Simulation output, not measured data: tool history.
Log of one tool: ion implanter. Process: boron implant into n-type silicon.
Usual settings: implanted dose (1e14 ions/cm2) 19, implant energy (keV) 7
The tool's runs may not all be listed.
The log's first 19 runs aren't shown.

run	day	implanted dose (1e14 ions/cm2)	implant energy (keV)	read-back reference wafer on the same gauge, sheet resistance	sheet resistance of the implanted and annealed layer (ohm/square)
20	16.7	23.78	7	127.99	140.58
21	17.504	19	7	127.98	143.18
22	18.462	19	7	128.01	143.22
23	19.646	20.94	7	127.94	142.15
24	20.25	15.36	5.5	128.07	166.46
25	21.429	19	7	128.01	143.5
26	22.588	21.25	5.5	128.03	161.97
27	23.583	15.89	6	128.02	158
28	24.262	13.82	5	128.09	176.93
# day 24.467: gauge calibrated
29	25.329	13.34	5	127.9	177.85
30	26.704	19	7	128.03	142.92
31	27.208	13.42	5	128.05	177.8
32	28.433	19	5	128.03	170.85
33	29.846	16.62	8.5	127.93	131.84
34	33.771	15.12	7	127.99	147.34
35	34.483	16.99	9.5	127.97	124.55
36	35.017	21.37	6	128.01	154.02

5 ways to go on from here, each from the tool as it stands after run 36. What would each give?
A	35.033	19	9.5	?	?
B	35.033	23.43	5	?	?
C	35.033	24.49	8.5	?	?
D	35.033	24.61	7	?	?
E	35.033	24.48	5.5	?	?

run	read-back reference wafer on the same gauge, sheet resistance	sheet resistance of the implanted and annealed layer (ohm/square)
A	128.01	121.68
B	128.01	169.28
C	128.01	124.83
D	128.01	140.25
E	128.01	160.8
Without the tool's hidden state the same runs would have given:
run	sheet resistance of the implanted and annealed layer (ohm/square)
A	121.93
B	169.6
C	125.12
D	140.57
E	161.13
